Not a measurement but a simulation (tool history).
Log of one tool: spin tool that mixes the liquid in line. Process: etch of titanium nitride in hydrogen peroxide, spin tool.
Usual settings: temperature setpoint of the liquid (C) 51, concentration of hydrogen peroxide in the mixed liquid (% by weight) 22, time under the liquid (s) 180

| run | day | temperature setpoint of the liquid (C) | concentration of hydrogen peroxide in the mixed liquid (% by weight) | time under the liquid (s) | wafers since the last listed run | hours since the thermometer was replaced | hours since the peroxide flow meter was replaced | hours since the heated supply line was repaired | hours since the drum of peroxide was connected | hours since the gauge calibration | read-back film thickness of the titanium nitride reference wafer, read on the same gauge (nm) | thickness taken off the titanium nitride on a monitor wafer (angstrom) |
|---|---|---|---|---|---|---|---|---|---|---|---|---|
| 1 | 0 | 47 | 22 | 180 | 0 | 1926.3 | 1005.3 | 2328 | 253.9 | 454.8 | 129.98 | 74 |
| 2 | 3.542 | 47 | 22 | 180 | 557 | 2011.3 | 1090.3 | 2413 | 338.9 | 539.8 | 129.98 | 73 |
| 3 | 7.071 | 47 | 22 | 180 | 555 | 2096 | 1175 | 2497.7 | 423.6 | 624.5 | 130 | 74.9 |
| 4 | 10.892 | 51 | 22 | 180 | 601 | 2187.7 | 1266.7 | 2589.4 | 515.3 | 716.2 | 130 | 101.7 |
| 5 | 13.571 | 51 | 22 | 180 | 421 | 2252 | 1331 | 2653.7 | 579.6 | 780.5 | 130.01 | 101.8 |
| 6 | 15.446 | 51 | 22 | 180 | 295 | 2297 | 1376 | 2698.7 | 624.6 | 825.5 | 129.98 | 100.5 |
| 7 | 17.85 | 51 | 22 | 180 | 378 | 2354.7 | 1433.7 | 2756.4 | 682.3 | 883.2 | 130.02 | 101 |
| 8 | 20.446 | 51 | 22 | 180 | 408 | 2417 | 1496 | 2818.7 | 744.6 | 945.5 | 130.02 | 102.3 |
|  | 22.733 | new drum of peroxide connected |
| 9 | 23.65 | 51 | 18.5 | 210 | 498 | 2493.9 | 1572.9 | 2895.6 | 22 | 1022.4 | 129.98 | 115.6 |
| 10 | 26.567 | 51 | 18.5 | 210 | 459 | 2563.9 | 1642.9 | 2965.6 | 92 | 1092.4 | 130 | 115.3 |
|  | 27.683 | gauge calibrated |
|  | 28.167 | heated supply line repaired |
| 11 | 30.388 | 51 | 22 | 180 | 595 | 2655.6 | 1734.6 | 53.3 | 183.7 | 64.9 | 129.99 | 102.1 |
| 12 | 32.875 | 46 | 16 | 180 | 391 | 2715.3 | 1794.3 | 113 | 243.4 | 124.6 | 130.02 | 66.2 |
|  | 32.938 | thermometer replaced |
| 13 | 37.238 | 45.5 | 22 | 120 | 680 | 103.2 | 1899 | 217.7 | 348.1 | 229.3 | 129.99 | 40.6 |
| 14 | 39.788 | 51 | 22 | 180 | 401 | 164.4 | 1960.2 | 278.9 | 409.3 | 290.5 | 130 | 91.3 |
| 15 | 41.438 | 57.5 | 22 | 180 | 259 | 204 | 1999.8 | 318.5 | 448.9 | 330.1 | 130.01 | 144.4 |
|  | 43.679 | peroxide flow meter replaced |
| 16 | 44.138 | 60.5 | 22 | 220 | 418 | 268.8 | 11 | 383.3 | 513.7 | 394.9 | 130.01 | 218.6 |
| 17 | 46.992 | 59 | 27.5 | 70 | 449 | 337.3 | 79.5 | 451.8 | 582.2 | 463.4 | 130.02 | 66.7 |
| 18 | 48.588 | 47 | 22 | 180 | 251 | 375.6 | 117.8 | 490.1 | 620.5 | 501.7 | 130 | 70 |
| 19 | 51.104 | 43 | 16 | 150 | 396 | 436 | 178.2 | 550.5 | 680.9 | 562.1 | 130.01 | 40.1 |
| 20 | 53.904 | 59.5 | 20.5 | 265 | 441 | 503.2 | 245.4 | 617.7 | 748.1 | 629.3 | 129.99 | 249.1 |
|  | 55.075 | new drum of peroxide connected |
| 21 | 56.504 | 59.5 | 22 | 75 | 402 | 565.6 | 307.8 | 680.1 | 34.3 | 691.7 | 130 | 71.2 |

The tool's hidden state at each run:
peroxide flow above the setpoint (%): 0 in every run
temperature lost on the way to the wafer (K): 0 in every run
peroxide weaker than its label (%): 0 in every run
gauge reads high (%): 0 in every run
H1: liquid hotter than its thermometer reads (K)
| run | H1 |
|---|---|
| 1 | 1.57 |
| 2 | 1.63 |
| 3 | 1.69 |
| 4 | 1.76 |
| 5 | 1.81 |
| 6 | 1.84 |
| 7 | 1.88 |
| 8 | 1.93 |
| 9 | 1.98 |
| 10 | 2.03 |
| 11 | 2.1 |
| 12 | 2.14 |
| 13 | 0.461 |
| 14 | 0.505 |
| 15 | 0.533 |
| 16 | 0.58 |
| 17 | 0.629 |
| 18 | 0.657 |
| 19 | 0.7 |
| 20 | 0.749 |
| 21 | 0.794 |

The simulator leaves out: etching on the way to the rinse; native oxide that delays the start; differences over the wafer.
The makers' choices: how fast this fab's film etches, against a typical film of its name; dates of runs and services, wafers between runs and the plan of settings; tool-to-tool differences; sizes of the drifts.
